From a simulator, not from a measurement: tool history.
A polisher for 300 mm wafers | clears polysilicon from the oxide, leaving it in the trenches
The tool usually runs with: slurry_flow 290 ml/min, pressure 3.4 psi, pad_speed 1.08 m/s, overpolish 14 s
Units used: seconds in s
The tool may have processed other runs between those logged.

run	hour	slurry_flow	pressure	pad_speed	overpolish	wafers since the last listed run	wafers polished on this pad	hours since the slurry nozzle was cleaned	hours since the head pressure was calibrated	incoming thickness of the incoming film, nm	seconds
1	0.0	290	2.7	1.08	19	0	1003	191.1	348.8	597.7	37.9
# hour 23.0: worn pad replaced by a new one
2	36.0	290	2.7	1.08	19	306	124	227.1	384.8	595.4	35.5
3	60.0	290	3.8	1.08	14	229	354	251.1	408.8	605.4	26.6
# hour 68.0: slurry nozzle cleaned
4	82.5	290	3.8	1.08	14	205	560	14.5	431.3	604.4	25.4
5	96.4	290	3.4	1.08	14	133	693	28.4	445.2	597.0	28.8
6	123.7	290	3.4	1.08	14	261	955	55.7	472.5	598.1	29.9
# hour 148.3: worn pad replaced by a new one
7	148.8	290	3.4	1.08	14	202	5	80.8	497.6	611.9	28.1
8	211.0	290	3.4	1.08	14	595	600	143.0	559.8	602.8	29.1
9	243.0	315	3.4	1.08	14	306	907	175.0	591.8	602.2	30.5
# hour 268.0: worn pad replaced by a new one
10	268.5	315	3.4	1.08	14	205	5	200.5	617.3	597.7	28.8
11	282.0	290	3.4	1.32	14	129	134	214.0	630.8	592.5	24.3
12	295.4	290	3.4	1.32	14	128	262	227.4	644.2	596.4	25.0
13	314.8	290	3.4	1.32	14	185	448	246.8	663.6	604.1	25.3
14	336.5	205	3.4	1.42	14	207	656	268.5	685.3	602.8	25.9
15	369.4	290	3.4	1.08	14	315	971	301.4	718.2	609.0	32.9
# hour 386.2: slurry nozzle cleaned
16	386.7	290	3.4	1.08	14	156	1127	0.5	735.5	594.9	30.9
# hour 401.1: worn pad replaced by a new one
17	401.6	290	3.4	1.08	14	104	4	15.4	750.4	601.1	27.9
18	434.8	290	3.4	1.08	9	318	322	48.6	783.6	595.4	28.5
19	466.3	370	3.4	1.08	14	301	624	80.1	815.1	594.0	28.3
# hour 468.6: head pressure recalibrated
20	483.6	240	3.4	1.42	14	146	770	97.4	15.0	608.2	24.3
21	506.3	290	3.4	1.08	14	217	988	120.1	37.7	597.2	30.6
# hour 512.2: worn pad replaced by a new one
22	529.1	290	3.4	0.84	16	180	161	142.9	60.5	595.5	34.0
23	558.7	290	3.4	1.08	11	283	445	172.5	90.1	596.4	29.0
24	592.5	360	3.4	1.08	8	323	769	206.3	123.9	594.0	29.1
25	613.3	290	3.4	1.08	14	199	968	227.1	144.7	598.3	31.2
# hour 628.4: worn pad replaced by a new one
26	638.0	225	3.9	1.08	14	198	92	251.8	169.4	608.2	26.8

Measured result minus the same run's result without the hidden state. Both carry the same run-to-run variation, though not necessarily the same gauge scatter:
Hidden state present: removal rate lost through wear of the pad, %; slurry flow missing at the pad, %; deviation of the head's pressure from its setpoint, %.
run	seconds
1	+3.8
2	+1.1
3	+1.2
4	+0.8
5	+1.3
6	+2.4
7	+0.5
8	+1.6
9	+2.9
10	+1.2
11	+1.2
12	+1.4
13	+1.9
14	+2.9
15	+5.0
16	+3.8
17	+0.3
18	+0.6
19	+1.3
20	+1.6
21	+3.0
22	+0.7
23	+1.1
24	+2.1
25	+3.3
26	+1.4
